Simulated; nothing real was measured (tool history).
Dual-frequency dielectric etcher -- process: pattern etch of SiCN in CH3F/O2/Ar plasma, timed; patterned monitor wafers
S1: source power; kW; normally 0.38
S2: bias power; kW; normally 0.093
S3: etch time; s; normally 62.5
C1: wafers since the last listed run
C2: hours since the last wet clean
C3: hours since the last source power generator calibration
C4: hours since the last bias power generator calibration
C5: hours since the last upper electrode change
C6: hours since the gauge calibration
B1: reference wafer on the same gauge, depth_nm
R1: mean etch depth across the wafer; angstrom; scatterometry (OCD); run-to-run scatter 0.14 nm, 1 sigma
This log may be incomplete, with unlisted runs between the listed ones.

run   hour    S1     S2    S3   C1     C2      C3      C4      C5     C6     B1     R1
  1      0  0.35  0.093    70    0  280.3  2512.8  3997.9  6062.8  164.6   27.4  303.6
  2   16.6  0.38  0.087  51.5  168  296.9  2529.4  4014.5  6079.4  181.2  27.41  225.5
  3   29.5  0.38  0.093  62.5  131  309.8  2542.3  4027.4  6092.3  194.1  27.42  282.5
      49.8  -- source power generator calibrated
      58.3  -- upper electrode replaced
  4   58.8  0.38  0.093  62.5  171  339.1       9  4056.7     0.5  223.4  27.39  282.2
  5   59.2  0.38  0.093  62.5    4  339.5     9.4  4057.1     0.9  223.8   27.4  280.7
  6   59.5  0.38  0.093  62.5    3  339.8     9.7  4057.4     1.2  224.1  27.42  281.9
  7   71.5  0.33  0.078  62.5  122  351.8    21.7  4069.4    13.2  236.1  27.39  245.1
  8   82.5   0.3  0.103  72.5  111  362.8    32.7  4080.4    24.2  247.1   27.4  310.3
  9   94.2  0.38  0.093  71.5  118  374.5    44.4  4092.1    35.9  258.8  27.38  322.5
 10  109.2  0.38  0.093  69.5  152  389.5    59.4  4107.1    50.9  273.8  27.39    315
     133.8  -- gauge calibrated
     152.5  -- wet clean of the chamber
 11    153  0.46  0.093    55  201    0.5   103.2  4150.9    94.7   19.2   27.4  270.6
 12  155.9  0.38  0.093    53   29    3.4   106.1  4153.8    97.6   22.1  27.42  238.3
 13  163.1   0.3  0.103  72.5   73   10.6   113.3    4161   104.8   29.3  27.42  310.6
 14  171.7  0.38  0.085  72.5   87   19.2   121.9  4169.6   113.4   37.9   27.4  311.9

Forecast run 15:
 15  184.5  0.38  0.093  62.5  130  32  134.7  4182.4  126.2  50.7   ?   ?

B1: 27.4
R1: 282.7 angstrom
Without the tool's hidden state the same run would have given R1 282.7 angstrom.
